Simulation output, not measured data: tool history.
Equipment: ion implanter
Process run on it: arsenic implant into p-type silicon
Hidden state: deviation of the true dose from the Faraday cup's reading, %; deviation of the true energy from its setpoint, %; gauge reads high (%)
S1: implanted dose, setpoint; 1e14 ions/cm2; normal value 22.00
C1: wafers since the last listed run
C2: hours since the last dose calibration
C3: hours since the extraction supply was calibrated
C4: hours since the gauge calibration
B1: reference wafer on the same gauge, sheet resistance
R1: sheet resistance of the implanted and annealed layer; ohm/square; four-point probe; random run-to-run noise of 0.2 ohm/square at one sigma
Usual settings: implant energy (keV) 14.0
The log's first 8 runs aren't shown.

Run 9, day 22.338: usual settings but implant energy (keV) 17.5; C1 451; C2 934.6; C3 2569.2; C4 501.5; B1 72.52. Result: R1 77.46 ohm/square.
Run 10, day 26.025: usual settings; C1 1027; C2 1023.1; C3 2657.7; C4 590.0; B1 72.48. Result: R1 79.66 ohm/square.
Run 11, day 28.183: usual settings; C1 601; C2 1074.9; C3 2709.5; C4 641.8; B1 72.49. Result: R1 79.68 ohm/square.
Run 12, day 30.125: usual settings; C1 541; C2 1121.5; C3 2756.1; C4 688.4; B1 72.47. Result: R1 80.01 ohm/square.
At day 33.033: Faraday cup replaced and dose calibrated.
Run 13, day 33.308: usual settings; C1 794; C2 6.6; C3 2832.5; C4 764.8; B1 72.47. Result: R1 79.59 ohm/square.
Run 14, day 35.996: usual settings but S1 23.40 1e14 ions/cm2; C1 749; C2 71.1; C3 2897.0; C4 829.3; B1 72.49. Result: R1 78.21 ohm/square.
Run 15, day 38.592: usual settings; C1 723; C2 133.4; C3 2959.3; C4 891.6; B1 72.50. Result: R1 79.74 ohm/square.
Run 16, day 42.750: usual settings; C1 1159; C2 233.2; C3 3059.1; C4 991.4; B1 72.55. Result: R1 79.73 ohm/square.
Run 17, day 46.979: usual settings; C1 1178; C2 334.7; C3 3160.6; C4 1092.9; B1 72.55. Result: R1 79.46 ohm/square.
Run 18, day 49.096: usual settings but S1 28.23 1e14 ions/cm2, implant energy (keV) 18.0; C1 589; C2 385.5; C3 3211.4; C4 1143.7; B1 72.48. Result: R1 71.06 ohm/square.
Run 19, day 53.058: usual settings but implant energy (keV) 12.0; C1 1104; C2 480.6; C3 3306.5; C4 1238.8; B1 72.48. Result: R1 80.72 ohm/square.
Run 20, day 54.912: usual settings but S1 28.28 1e14 ions/cm2, implant energy (keV) 11.5; C1 516; C2 525.1; C3 3351.0; C4 1283.3; B1 72.48. Result: R1 75.05 ohm/square.
Run 21, day 58.762: usual settings but S1 19.22 1e14 ions/cm2, implant energy (keV) 17.5; C1 1073; C2 617.5; C3 3443.4; C4 1375.7; B1 72.44. Result: R1 81.80 ohm/square.
Run 22, day 62.425: usual settings but S1 26.08 1e14 ions/cm2, implant energy (keV) 19.0; C1 1020; C2 705.4; C3 3531.3; C4 1463.6; B1 72.54. Result: R1 72.50 ohm/square.
At day 63.550: extraction supply calibrated.
Run 23, day 65.871: usual settings but S1 26.48 1e14 ions/cm2; C1 867; C2 788.1; C3 55.7; C4 1546.3; B1 72.55. Result: R1 75.12 ohm/square.
At day 66.392: gauge calibrated.
Run 24, day 68.671: usual settings but S1 16.58 1e14 ions/cm2, implant energy (keV) 15.5; C1 780; C2 855.3; C3 122.9; C4 54.7; B1 72.50. Result: R1 87.88 ohm/square.
Run 25, day 72.833: usual settings but S1 25.11 1e14 ions/cm2, implant energy (keV) 10.5; C1 1160; C2 955.2; C3 222.8; C4 154.6; B1 72.46. Result: R1 78.40 ohm/square.
Run 26, day 77.283: usual settings but S1 18.63 1e14 ions/cm2, implant energy (keV) 18.5; C1 1240; C2 1062.0; C3 329.6; C4 261.4; B1 72.51. Result: R1 81.84 ohm/square.
Run 27, day 80.538: usual settings; C1 907; C2 1140.1; C3 407.7; C4 339.5; B1 72.50. Result: R1 79.64 ohm/square.
Run 28, day 83.554: usual settings but S1 19.82 1e14 ions/cm2, implant energy (keV) 17.5; C1 840; C2 1212.5; C3 480.1; C4 411.9; B1 72.47. Result: R1 80.35 ohm/square.
Run 29, day 86.296: usual settings; C1 764; C2 1278.3; C3 545.9; C4 477.7; B1 72.47. Result: R1 79.73 ohm/square.

Run 30, settings as shown, results not yet in. Your forecast:
Run 30, day 89.125: usual settings but S1 28.19 1e14 ions/cm2, implant energy (keV) 16.0; C1 788; C2 1346.2; C3 613.8; C4 545.6; B1 ?. Result: R1 ?.

Run 30 came out at B1 72.51, R1 73.06 ohm/square.
Were there no unlogged condition in the tool, this run, its random variation unchanged, would have produced R1 73.06 ohm/square.
